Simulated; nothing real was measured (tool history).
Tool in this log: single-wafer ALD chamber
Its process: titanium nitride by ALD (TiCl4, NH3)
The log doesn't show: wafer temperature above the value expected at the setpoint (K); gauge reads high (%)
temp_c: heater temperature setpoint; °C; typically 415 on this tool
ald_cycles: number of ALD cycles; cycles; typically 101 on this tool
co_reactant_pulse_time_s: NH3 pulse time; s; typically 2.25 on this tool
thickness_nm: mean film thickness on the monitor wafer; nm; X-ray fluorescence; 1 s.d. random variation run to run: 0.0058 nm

run	hour	temp_c	ald_cycles	co_reactant_pulse_time_s	wafers since the last listed run	hours since the last thermocouple change	hours since the showerhead was replaced	hours since the gauge calibration	read-back reference wafer on the same gauge, thickness_nm	thickness_nm
1	0.0	415	101	2.25	0	1887.6	7039.3	300.3	2.720	2.305
2	71.1	415	101	2.25	188	1958.7	7110.4	371.4	2.719	2.305
3	135.0	415	101	2.25	169	2022.6	7174.3	435.3	2.721	2.297
4	237.7	415	101	2.25	272	2125.3	7277.0	538.0	2.717	2.296
# hour 282.1: showerhead replaced
5	282.6	415	101	2.25	98	2170.2	0.5	582.9	2.719	2.299
6	367.6	415	101	2.25	225	2255.2	85.5	667.9	2.720	2.307
# hour 451.5: gauge calibrated
7	471.3	415	101	2.25	275	2358.9	189.2	19.8	2.718	2.300
8	540.2	406	119	2.25	182	2427.8	258.1	88.7	2.718	2.697
9	618.6	415	101	2.25	208	2506.2	336.5	167.1	2.720	2.299
# hour 631.7: thermocouple changed; heater temperature recalibrated
10	671.6	403	101	2.25	119	39.9	389.5	220.1	2.718	2.295
11	708.3	421	94	2.25	97	76.6	426.2	256.8	2.720	2.144
12	757.8	415	101	1.78	131	126.1	475.7	306.3	2.718	2.294
13	846.1	415	101	2.25	234	214.4	564.0	394.6	2.720	2.305
14	897.8	408	113	2.25	137	266.1	615.7	446.3	2.720	2.575

Below are 3 alternative next runs, each starting from the tool's condition after run 14. Predict each:
A	898.4	415	101	2.25	1	266.7	616.3	446.9	?	?
B	898.4	415	101	1.83	1	266.7	616.3	446.9	?	?
C	898.4	415	109	1.93	1	266.7	616.3	446.9	?	?

run	read-back reference wafer on the same gauge, thickness_nm	thickness_nm
A	2.720	2.303
B	2.720	2.293
C	2.720	2.477
Had the tool no hidden state, the same runs would have come out as:
run	thickness_nm
A	2.303
B	2.293
C	2.477
